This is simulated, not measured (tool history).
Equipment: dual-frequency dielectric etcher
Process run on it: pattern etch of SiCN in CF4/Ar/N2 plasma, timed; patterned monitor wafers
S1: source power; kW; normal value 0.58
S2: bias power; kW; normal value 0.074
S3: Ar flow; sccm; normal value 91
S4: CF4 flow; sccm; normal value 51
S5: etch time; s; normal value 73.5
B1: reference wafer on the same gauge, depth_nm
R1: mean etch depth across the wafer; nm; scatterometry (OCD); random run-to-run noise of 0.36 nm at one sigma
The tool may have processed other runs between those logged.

Run 1, hour 0: usual settings but S5 87 s; B1 86.5. Result: R1 89.8 nm.
Run 2, hour 14.9: usual settings; B1 86.5. Result: R1 75 nm.
Run 3, hour 26: usual settings; B1 86.5. Result: R1 75.1 nm.
Run 4, hour 43.1: usual settings but S2 0.061 kW, S3 72 sccm, S4 54 sccm; B1 86.4. Result: R1 74.3 nm.
Run 5, hour 59.3: usual settings but S3 83 sccm; B1 86.5. Result: R1 76.8 nm.
Run 6, hour 92.1: usual settings but S3 113 sccm, S4 39 sccm, S5 95 s; B1 86.5. Result: R1 87.1 nm.
Run 7, hour 98.3: usual settings but S2 0.081 kW, S3 111 sccm; B1 86.5. Result: R1 75.3 nm.
Run 8, hour 107.3: usual settings; B1 86.5. Result: R1 74.8 nm.
Run 9, hour 117.7: usual settings; B1 86.4. Result: R1 75.8 nm.
Run 10, hour 126.4: usual settings but S2 0.064 kW; B1 86.5. Result: R1 71.5 nm.
Run 11, hour 143.5: usual settings but S1 0.64 kW, S2 0.081 kW; B1 86.6. Result: R1 84.7 nm.
Run 12, hour 159.7: usual settings but S2 0.081 kW, S3 111 sccm; B1 86.5. Result: R1 75.1 nm.
Run 13, hour 168: usual settings but S4 41 sccm; B1 86.5. Result: R1 71.1 nm.
Run 14, hour 178.2: usual settings but S5 64.5 s; B1 86.4. Result: R1 65.9 nm.
Run 15, hour 195: usual settings but S2 0.067 kW, S3 76 sccm; B1 86.5. Result: R1 75.6 nm.
Run 16, hour 207.3: usual settings but S5 64 s; B1 86.5. Result: R1 65.8 nm.
Run 17, hour 215.9: usual settings but S2 0.068 kW; B1 86.5. Result: R1 72.3 nm.
Run 18, hour 237.6: usual settings but S5 56.5 s; B1 86.5. Result: R1 57.9 nm.
Run 19, hour 247: usual settings; B1 86.5. Result: R1 75.4 nm.
Run 20, hour 255: usual settings; B1 86.6. Result: R1 75.7 nm.
Run 21, hour 272.9: usual settings but S3 106 sccm, S4 39 sccm; B1 86.5. Result: R1 68.1 nm.
Run 22, hour 287.2: usual settings but S1 0.47 kW, S2 0.06 kW, S4 41 sccm, S5 82 s; B1 86.5. Result: R1 60.6 nm.

Not shown: 4 entries that the log had between the listed runs. Between which runs, and how does the tool's hidden state differ before and after?
Logged between run 2 and run 3: CF4 flow controller replaced (hour 25.5)
  the hidden state is the same at both runs
Logged between run 3 and run 4: gauge calibrated (hour 33.7)
  the hidden state is the same at both runs
Logged between run 5 and run 6: wet clean of the chamber (hour 91.6)
  the hidden state is the same at both runs
Logged between run 7 and run 8: bias power generator calibrated (hour 106.8)
  the hidden state is the same at both runs

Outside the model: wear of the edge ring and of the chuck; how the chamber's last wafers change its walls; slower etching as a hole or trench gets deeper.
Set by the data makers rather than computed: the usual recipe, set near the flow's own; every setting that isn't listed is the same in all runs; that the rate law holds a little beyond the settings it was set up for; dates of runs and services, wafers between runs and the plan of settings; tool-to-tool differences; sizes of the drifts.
